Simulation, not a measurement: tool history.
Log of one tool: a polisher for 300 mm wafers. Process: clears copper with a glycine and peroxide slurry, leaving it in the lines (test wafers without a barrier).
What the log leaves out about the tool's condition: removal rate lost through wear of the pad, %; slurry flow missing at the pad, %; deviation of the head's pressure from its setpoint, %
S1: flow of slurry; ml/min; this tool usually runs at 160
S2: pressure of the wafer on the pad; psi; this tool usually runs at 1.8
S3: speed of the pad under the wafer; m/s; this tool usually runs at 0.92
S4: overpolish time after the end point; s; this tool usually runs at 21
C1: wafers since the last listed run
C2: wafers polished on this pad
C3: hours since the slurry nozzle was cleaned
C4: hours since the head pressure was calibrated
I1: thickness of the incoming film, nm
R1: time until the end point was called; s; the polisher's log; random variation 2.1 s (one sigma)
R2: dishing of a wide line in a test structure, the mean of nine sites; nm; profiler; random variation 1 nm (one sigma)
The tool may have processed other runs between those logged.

{"run": 1, "hour": 0.0, "S1": 160, "S2": 1.8, "S3": 0.92, "S4": 21, "C1": 0, "C2": 398, "C3": 99.1, "C4": 369.2, "I1": 532.0, "R1": 132.1, "R2": 39.9}
{"run": 2, "hour": 58.2, "S1": 160, "S2": 1.8, "S3": 0.92, "S4": 21, "C1": 290, "C2": 689, "C3": 157.3, "C4": 427.4, "I1": 526.8, "R1": 133.3, "R2": 39.5}
{"run": 3, "hour": 94.6, "S1": 160, "S2": 1.8, "S3": 0.92, "S4": 21, "C1": 181, "C2": 871, "C3": 193.7, "C4": 463.8, "I1": 520.6, "R1": 127.8, "R2": 40.5}
{"run": 4, "hour": 143.2, "S1": 160, "S2": 1.8, "S3": 0.92, "S4": 21, "C1": 242, "C2": 1113, "C3": 242.3, "C4": 512.4, "I1": 540.2, "R1": 135.2, "R2": 41.7}
{"run": 5, "hour": 203.2, "S1": 160, "S2": 1.8, "S3": 0.92, "S4": 21, "C1": 299, "C2": 1413, "C3": 302.3, "C4": 572.4, "I1": 528.7, "R1": 138.2, "R2": 39.5}
{"hour": 226.0, "done": "worn pad replaced by a new one"}
{"run": 6, "hour": 251.3, "S1": 160, "S2": 1.8, "S3": 0.92, "S4": 25, "C1": 220, "C2": 126, "C3": 350.4, "C4": 620.5, "I1": 526.9, "R1": 133.5, "R2": 44.5}
{"run": 7, "hour": 300.6, "S1": 160, "S2": 1.8, "S3": 0.92, "S4": 21, "C1": 246, "C2": 372, "C3": 399.7, "C4": 669.8, "I1": 528.9, "R1": 131.4, "R2": 41.0}
{"run": 8, "hour": 354.5, "S1": 160, "S2": 1.8, "S3": 0.92, "S4": 21, "C1": 269, "C2": 641, "C3": 453.6, "C4": 723.7, "I1": 541.7, "R1": 142.8, "R2": 38.0}
{"run": 9, "hour": 381.0, "S1": 160, "S2": 1.8, "S3": 0.92, "S4": 21, "C1": 132, "C2": 773, "C3": 480.1, "C4": 750.2, "I1": 533.3, "R1": 135.3, "R2": 39.7}
{"run": 10, "hour": 410.7, "S1": 160, "S2": 1.8, "S3": 0.92, "S4": 21, "C1": 148, "C2": 922, "C3": 509.8, "C4": 779.9, "I1": 520.5, "R1": 135.3, "R2": 39.4}
{"run": 11, "hour": 467.0, "S1": 160, "S2": 1.8, "S3": 0.92, "S4": 21, "C1": 281, "C2": 1203, "C3": 566.1, "C4": 836.2, "I1": 529.9, "R1": 142.2, "R2": 41.3}
{"hour": 477.8, "done": "worn pad replaced by a new one"}
{"run": 12, "hour": 507.0, "S1": 160, "S2": 1.8, "S3": 0.92, "S4": 21, "C1": 179, "C2": 145, "C3": 606.1, "C4": 876.2, "I1": 530.0, "R1": 136.6, "R2": 41.3}
{"run": 13, "hour": 561.1, "S1": 160, "S2": 1.8, "S3": 0.92, "S4": 21, "C1": 270, "C2": 415, "C3": 660.2, "C4": 930.3, "I1": 523.7, "R1": 140.3, "R2": 40.0}
{"hour": 565.1, "done": "slurry nozzle cleaned"}
{"hour": 579.6, "done": "head pressure recalibrated"}
{"run": 14, "hour": 687.2, "S1": 175, "S2": 1.4, "S3": 1.02, "S4": 10, "C1": 614, "C2": 1030, "C3": 122.1, "C4": 107.6, "I1": 527.6, "R1": 138.6, "R2": 23.5}
{"run": 15, "hour": 726.8, "S1": 160, "S2": 1.8, "S3": 0.78, "S4": 15, "C1": 197, "C2": 1228, "C3": 161.7, "C4": 147.2, "I1": 535.7, "R1": 150.7, "R2": 30.1}
{"hour": 763.8, "done": "worn pad replaced by a new one"}
{"run": 16, "hour": 791.9, "S1": 160, "S2": 1.8, "S3": 0.92, "S4": 21, "C1": 305, "C2": 140, "C3": 226.8, "C4": 212.3, "I1": 529.1, "R1": 133.2, "R2": 39.4}
{"run": 17, "hour": 860.2, "S1": 175, "S2": 2.3, "S3": 0.78, "S4": 21, "C1": 341, "C2": 481, "C3": 295.1, "C4": 280.6, "I1": 537.9, "R1": 127.8, "R2": 44.0}
{"run": 18, "hour": 932.0, "S1": 160, "S2": 1.8, "S3": 0.92, "S4": 21, "C1": 358, "C2": 840, "C3": 366.9, "C4": 352.4, "I1": 521.3, "R1": 130.2, "R2": 40.6}
{"run": 19, "hour": 986.0, "S1": 160, "S2": 1.2, "S3": 0.92, "S4": 21, "C1": 269, "C2": 1109, "C3": 420.9, "C4": 406.4, "I1": 531.3, "R1": 169.4, "R2": 35.0}
{"run": 20, "hour": 1014.3, "S1": 160, "S2": 1.8, "S3": 0.92, "S4": 21, "C1": 141, "C2": 1251, "C3": 449.2, "C4": 434.7, "I1": 524.1, "R1": 131.9, "R2": 40.1}
{"hour": 1027.0, "done": "worn pad replaced by a new one"}
{"run": 21, "hour": 1078.9, "S1": 160, "S2": 1.8, "S3": 0.92, "S4": 11, "C1": 302, "C2": 259, "C3": 513.8, "C4": 499.3, "I1": 530.9, "R1": 136.4, "R2": 26.1}
{"run": 22, "hour": 1134.1, "S1": 210, "S2": 2.0, "S3": 0.92, "S4": 21, "C1": 275, "C2": 534, "C3": 569.0, "C4": 554.5, "I1": 529.5, "R1": 120.8, "R2": 43.0}
{"hour": 1148.9, "done": "slurry nozzle cleaned"}
{"run": 23, "hour": 1158.5, "S1": 210, "S2": 2.0, "S3": 0.92, "S4": 21, "C1": 116, "C2": 651, "C3": 9.6, "C4": 578.9, "I1": 536.0, "R1": 123.1, "R2": 42.0}
{"run": 24, "hour": 1215.5, "S1": 195, "S2": 1.4, "S3": 0.7, "S4": 27, "C1": 284, "C2": 936, "C3": 66.6, "C4": 635.9, "I1": 528.4, "R1": 177.4, "R2": 41.1}
{"run": 25, "hour": 1277.7, "S1": 160, "S2": 1.8, "S3": 0.68, "S4": 11, "C1": 310, "C2": 1246, "C3": 128.8, "C4": 698.1, "I1": 520.6, "R1": 166.8, "R2": 22.2}
{"hour": 1310.3, "done": "worn pad replaced by a new one"}
{"run": 26, "hour": 1312.3, "S1": 160, "S2": 1.8, "S3": 0.92, "S4": 21, "C1": 152, "C2": 10, "C3": 163.4, "C4": 732.7, "I1": 534.8, "R1": 141.1, "R2": 40.9}

The tool's hidden state at each run:
removal rate lost through wear of the pad, %: 0 in every run
slurry flow missing at the pad, %: 0 in every run
H1: deviation of the head's pressure from its setpoint, %
run=1 H1=-0.972
run=2 H1=-1.51
run=3 H1=-1.89
run=4 H1=-2.44
run=5 H1=-3.19
run=6 H1=-3.86
run=7 H1=-4.59
run=8 H1=-5.46
run=9 H1=-5.92
run=10 H1=-6.44
run=11 H1=-7.5
run=12 H1=-8.29
run=13 H1=-9.42
run=14 H1=-2.6
run=15 H1=-2.71
run=16 H1=-2.98
run=17 H1=-3.37
run=18 H1=-3.9
run=19 H1=-4.38
run=20 H1=-4.65
run=21 H1=-5.35
run=22 H1=-6.03
run=23 H1=-6.35
run=24 H1=-7.15
run=25 H1=-8.11
run=26 H1=-8.68
